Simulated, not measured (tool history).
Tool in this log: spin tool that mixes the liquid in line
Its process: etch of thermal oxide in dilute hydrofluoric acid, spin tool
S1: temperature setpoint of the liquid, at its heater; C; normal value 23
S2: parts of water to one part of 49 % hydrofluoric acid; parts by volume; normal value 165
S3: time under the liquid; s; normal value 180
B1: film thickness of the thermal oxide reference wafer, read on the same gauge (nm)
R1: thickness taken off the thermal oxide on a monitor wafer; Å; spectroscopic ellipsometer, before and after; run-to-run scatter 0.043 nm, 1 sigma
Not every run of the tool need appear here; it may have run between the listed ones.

| run | hour | S1 | S2 | S3 | B1 | R1 |
|---|---|---|---|---|---|---|
| 1 | 0 | 23 | 165 | 180 | 90.014 | 44.65 |
| 2 | 34 | 21 | 105 | 180 | 89.933 | 69.67 |
| 3 | 65.2 | 21 | 105 | 180 | 90.054 | 68.03 |
| 4 | 100.3 | 21 | 105 | 180 | 89.993 | 69.46 |
| 5 | 129.9 | 23 | 230 | 180 | 90.032 | 29.95 |
| 6 | 154.5 | 27 | 165 | 180 | 89.958 | 51.32 |
| 7 | 177 | 19 | 165 | 180 | 90.03 | 37.25 |
| 8 | 202.5 | 23 | 165 | 180 | 90.029 | 43.37 |
|  | 233.2 | hydrofluoric acid flow meter replaced |
| 9 | 234.1 | 23 | 165 | 180 | 89.962 | 44.15 |
| 10 | 258.5 | 23 | 165 | 180 | 89.989 | 43.73 |
| 11 | 292.5 | 26 | 215 | 180 | 90.005 | 35.36 |
| 12 | 322.1 | 23 | 165 | 180 | 89.96 | 42.49 |
| 13 | 338.7 | 23 | 165 | 135 | 90.011 | 32.72 |
| 14 | 361.9 | 23 | 165 | 180 | 89.957 | 43.37 |
| 15 | 391.8 | 21 | 90 | 125 | 89.998 | 54.27 |
|  | 406.7 | thermometer replaced |
| 16 | 426.1 | 23 | 165 | 245 | 89.983 | 62.75 |
| 17 | 443.1 | 20.5 | 120 | 130 | 90.036 | 44.21 |
| 18 | 474 | 23 | 135 | 180 | 89.995 | 57.36 |
| 19 | 497.8 | 23 | 190 | 215 | 89.967 | 46.59 |
|  | 507.3 | gauge calibrated |
| 20 | 522.8 | 23 | 135 | 180 | 90.018 | 58.13 |
| 21 | 554 | 23 | 145 | 110 | 89.988 | 32.79 |
| 22 | 568.5 | 25.5 | 230 | 70 | 89.994 | 12.87 |
| 23 | 603.9 | 21.5 | 240 | 250 | 90.028 | 37.88 |
| 24 | 654.1 | 25.5 | 230 | 230 | 90.031 | 42.51 |

Below are 5 alternative next runs, each starting from the tool's condition after run 24. Predict each:
| A | 654.6 | 21.5 | 165 | 180 | ? | ? |
| B | 654.6 | 23 | 220 | 180 | ? | ? |
| C | 654.6 | 20 | 140 | 145 | ? | ? |
| D | 654.6 | 23 | 90 | 140 | ? | ? |
| E | 654.6 | 26 | 105 | 110 | ? | ? |

| run | B1 | R1 |
|---|---|---|
| A | 90 | 42.34 |
| B | 90 | 31.79 |
| C | 90 | 38.86 |
| D | 90 | 69.65 |
| E | 90 | 51.91 |
With no hidden state in the tool, these same runs would have given:
| run | R1 |
|---|---|
| A | 43.94 |
| B | 32.94 |
| C | 40.37 |
| D | 72.38 |
| E | 53.86 |
